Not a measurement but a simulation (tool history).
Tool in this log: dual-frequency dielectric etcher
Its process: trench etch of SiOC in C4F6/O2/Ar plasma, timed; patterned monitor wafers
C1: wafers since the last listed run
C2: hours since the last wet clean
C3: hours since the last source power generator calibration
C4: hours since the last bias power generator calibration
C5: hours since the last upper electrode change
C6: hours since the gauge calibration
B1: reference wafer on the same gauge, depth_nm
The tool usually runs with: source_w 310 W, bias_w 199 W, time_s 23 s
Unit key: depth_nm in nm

run 1 day=0 | source_w=310 bias_w=199 time_s=23 | C1=0 C2=14 C3=2279.5 C4=2529.7 C5=3917.8 C6=16.7 | B1=50.68 | depth_nm=45.74
run 2 day=0.479 | source_w=250 bias_w=199 time_s=23 | C1=111 C2=25.5 C3=2291 C4=2541.2 C5=3929.3 C6=28.2 | B1=50.69 | depth_nm=40.79
run 3 day=1.021 | source_w=310 bias_w=199 time_s=23 | C1=126 C2=38.5 C3=2304 C4=2554.2 C5=3942.3 C6=41.2 | B1=50.67 | depth_nm=45.65
run 4 day=1.4 | source_w=310 bias_w=199 time_s=23 | C1=88 C2=47.6 C3=2313.1 C4=2563.3 C5=3951.4 C6=50.3 | B1=50.7 | depth_nm=45.14
run 5 day=1.692 | source_w=310 bias_w=222 time_s=23 | C1=68 C2=54.6 C3=2320.1 C4=2570.3 C5=3958.4 C6=57.3 | B1=50.7 | depth_nm=46.7
run 6 day=1.988 | source_w=310 bias_w=222 time_s=23 | C1=69 C2=61.7 C3=2327.2 C4=2577.4 C5=3965.5 C6=64.4 | B1=50.7 | depth_nm=46.62
run 7 day=2.546 | source_w=310 bias_w=199 time_s=23 | C1=130 C2=75.1 C3=2340.6 C4=2590.8 C5=3978.9 C6=77.8 | B1=50.68 | depth_nm=45.25
run 8 day=3.075 | source_w=310 bias_w=199 time_s=23 | C1=123 C2=87.8 C3=2353.3 C4=2603.5 C5=3991.6 C6=90.5 | B1=50.72 | depth_nm=45.16
run 9 day=3.688 | source_w=310 bias_w=199 time_s=23 | C1=142 C2=102.5 C3=2368 C4=2618.2 C5=4006.3 C6=105.2 | B1=50.69 | depth_nm=45.3
run 10 day=4.042 | source_w=310 bias_w=199 time_s=23 | C1=82 C2=111 C3=2376.5 C4=2626.7 C5=4014.8 C6=113.7 | B1=50.73 | depth_nm=45.03
-- day=5.05 upper electrode replaced
run 11 day=5.071 | source_w=340 bias_w=237 time_s=23 | C1=6 C2=135.7 C3=2401.2 C4=2651.4 C5=0.5 C6=138.4 | B1=50.72 | depth_nm=49.44
run 12 day=5.367 | source_w=310 bias_w=199 time_s=18.5 | C1=69 C2=142.8 C3=2408.3 C4=2658.5 C5=7.6 C6=145.5 | B1=50.74 | depth_nm=36.11
run 13 day=5.808 | source_w=310 bias_w=199 time_s=23 | C1=103 C2=153.4 C3=2418.9 C4=2669.1 C5=18.2 C6=156.1 | B1=50.72 | depth_nm=44.85
run 14 day=6.408 | source_w=310 bias_w=156 time_s=23 | C1=140 C2=167.8 C3=2433.3 C4=2683.5 C5=32.6 C6=170.5 | B1=50.69 | depth_nm=41.49
run 15 day=6.933 | source_w=370 bias_w=154 time_s=26 | C1=122 C2=180.4 C3=2445.9 C4=2696.1 C5=45.2 C6=183.1 | B1=50.68 | depth_nm=50.87
run 16 day=7.246 | source_w=310 bias_w=199 time_s=23 | C1=72 C2=187.9 C3=2453.4 C4=2703.6 C5=52.7 C6=190.6 | B1=50.67 | depth_nm=44.51
-- day=7.946 bias power generator calibrated
run 17 day=7.967 | source_w=310 bias_w=237 time_s=26.5 | C1=129 C2=205.2 C3=2470.7 C4=0.5 C5=70 C6=207.9 | B1=50.68 | depth_nm=54.22
run 18 day=8.204 | source_w=280 bias_w=149 time_s=23 | C1=55 C2=210.9 C3=2476.4 C4=6.2 C5=75.7 C6=213.6 | B1=50.69 | depth_nm=39.14
-- day=8.704 source power generator calibrated
run 19 day=8.783 | source_w=280 bias_w=171 time_s=19.5 | C1=96 C2=224.8 C3=1.9 C4=20.1 C5=89.6 C6=227.5 | B1=50.73 | depth_nm=34.56
run 20 day=9.508 | source_w=310 bias_w=239 time_s=19 | C1=169 C2=242.2 C3=19.3 C4=37.5 C5=107 C6=244.9 | B1=50.7 | depth_nm=38.99
run 21 day=9.788 | source_w=310 bias_w=199 time_s=23 | C1=65 C2=248.9 C3=26 C4=44.2 C5=113.7 C6=251.6 | B1=50.71 | depth_nm=44.54
run 22 day=10.267 | source_w=310 bias_w=199 time_s=23 | C1=111 C2=260.4 C3=37.5 C4=55.7 C5=125.2 C6=263.1 | B1=50.71 | depth_nm=44.34
run 23 day=10.538 | source_w=310 bias_w=199 time_s=20.5 | C1=63 C2=266.9 C3=44 C4=62.2 C5=131.7 C6=269.6 | B1=50.7 | depth_nm=39.56
run 24 day=10.908 | source_w=240 bias_w=244 time_s=17 | C1=86 C2=275.8 C3=52.9 C4=71.1 C5=140.6 C6=278.5 | B1=50.72 | depth_nm=30.68
run 25 day=11.388 | source_w=290 bias_w=199 time_s=21 | C1=111 C2=287.3 C3=64.4 C4=82.6 C5=152.1 C6=290 | B1=50.76 | depth_nm=38.75
run 26 day=11.667 | source_w=310 bias_w=199 time_s=23 | C1=65 C2=294 C3=71.1 C4=89.3 C5=158.8 C6=296.7 | B1=50.65 | depth_nm=44.16
run 27 day=12.325 | source_w=310 bias_w=172 time_s=19 | C1=153 C2=309.8 C3=86.9 C4=105.1 C5=174.6 C6=312.5 | B1=50.69 | depth_nm=34.98
run 28 day=12.679 | source_w=240 bias_w=199 time_s=17.5 | C1=82 C2=318.3 C3=95.4 C4=113.6 C5=183.1 C6=321 | B1=50.69 | depth_nm=29.85
-- day=13.796 wet clean of the chamber
run 29 day=13.817 | source_w=310 bias_w=228 time_s=23 | C1=32 C2=0.5 C3=122.7 C4=140.9 C5=210.4 C6=348.3 | B1=50.67 | depth_nm=47.15
run 30 day=13.829 | source_w=310 bias_w=199 time_s=23 | C1=2 C2=0.8 C3=123 C4=141.2 C5=210.7 C6=348.6 | B1=50.68 | depth_nm=45.69
run 31 day=14.15 | source_w=260 bias_w=161 time_s=29 | C1=74 C2=8.5 C3=130.7 C4=148.9 C5=218.4 C6=356.3 | B1=50.72 | depth_nm=49.52

Forecast each of these 3 alternatives for the next run:
run A day=14.167 | source_w=310 bias_w=199 time_s=19.5 | C1=3 C2=8.9 C3=131.1 C4=149.3 C5=218.8 C6=356.7 | B1=? | depth_nm=?
run B day=14.167 | source_w=270 bias_w=239 time_s=17.5 | C1=3 C2=8.9 C3=131.1 C4=149.3 C5=218.8 C6=356.7 | B1=? | depth_nm=?
run C day=14.167 | source_w=310 bias_w=199 time_s=20 | C1=3 C2=8.9 C3=131.1 C4=149.3 C5=218.8 C6=356.7 | B1=? | depth_nm=?

run=A B1=50.71 depth_nm=38.4
run=B B1=50.71 depth_nm=34.11
run=C B1=50.71 depth_nm=39.39
Without the tool's unlogged condition, the same runs would have read:
run=A depth_nm=38.36
run=B depth_nm=34.07
run=C depth_nm=39.35
